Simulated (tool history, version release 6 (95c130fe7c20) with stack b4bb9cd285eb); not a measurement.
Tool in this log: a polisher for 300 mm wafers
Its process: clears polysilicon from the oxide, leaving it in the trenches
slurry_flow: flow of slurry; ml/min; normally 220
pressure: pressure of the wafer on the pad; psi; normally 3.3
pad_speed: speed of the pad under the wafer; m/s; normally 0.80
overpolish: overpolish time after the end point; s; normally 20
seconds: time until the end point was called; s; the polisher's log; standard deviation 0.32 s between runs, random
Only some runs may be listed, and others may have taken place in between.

run    hour  slurry_flow  pressure  pad_speed  overpolish  incoming thickness of the incoming film, nm  seconds
  1     0.0          220       3.3       0.80          20                                        488.9     41.2
  2    74.6          220       3.3       0.80          20                                        489.4     42.6
      140.5  -- worn pad replaced by a new one
  3   146.3          220       3.3       0.80          20                                        487.5     42.8
  4   227.7          220       3.3       0.80          20                                        491.2     44.6
      245.0  -- slurry nozzle cleaned
  5   268.1          220       3.3       0.80          20                                        493.0     41.8
  6   341.0          220       3.3       0.80          20                                        483.6     42.1
      399.2  -- worn pad replaced by a new one
  7   441.9          220       3.3       0.80          20                                        488.8     43.6
      490.5  -- slurry nozzle cleaned
  8   536.1          165       3.3       0.80          20                                        488.9     44.2
  9   619.6          220       3.3       0.96          12                                        482.2     35.5
      644.5  -- worn pad replaced by a new one
 10   673.9          220       3.3       0.80          20                                        490.3     45.0
 11   717.6          265       2.9       1.06          31                                        486.2     36.5
      798.6  -- slurry nozzle cleaned
 12   817.8          220       3.3       0.80          20                                        487.5     41.5
 13   885.9          180       2.7       0.80          20                                        482.0     54.0
      890.8  -- head pressure recalibrated
      897.8  -- worn pad replaced by a new one
 14   980.4          260       3.3       0.80          29                                        485.7     41.2
 15  1021.9          185       3.3       0.60          20                                        490.5     58.4
     1110.0  -- slurry nozzle cleaned
     1163.1  -- worn pad replaced by a new one
 16  1259.6          220       3.3       0.66          29                                        485.7     51.6
 17  1340.9          185       3.3       0.80          20                                        490.8     45.0

Subtracting, for every run, the result it would have given without the tool's unlogged condition from the measured result gives the following. The same run-to-run variation enters both numbers; the gauge's scatter may not:
Unlogged tool condition in this case: removal rate lost through wear of the pad, %; slurry flow missing at the pad, %; deviation of the head's pressure from its setpoint, %.
run  seconds
  1     +1.5
  2     +2.7
  3     +3.5
  4     +4.2
  5     +1.6
  6     +2.8
  7     +4.0
  8     +2.9
  9     +3.1
 10     +4.5
 11     +3.6
 12     +2.1
 13     +4.6
 14     +2.5
 15     +4.8
 16     +3.6
 17     +4.2

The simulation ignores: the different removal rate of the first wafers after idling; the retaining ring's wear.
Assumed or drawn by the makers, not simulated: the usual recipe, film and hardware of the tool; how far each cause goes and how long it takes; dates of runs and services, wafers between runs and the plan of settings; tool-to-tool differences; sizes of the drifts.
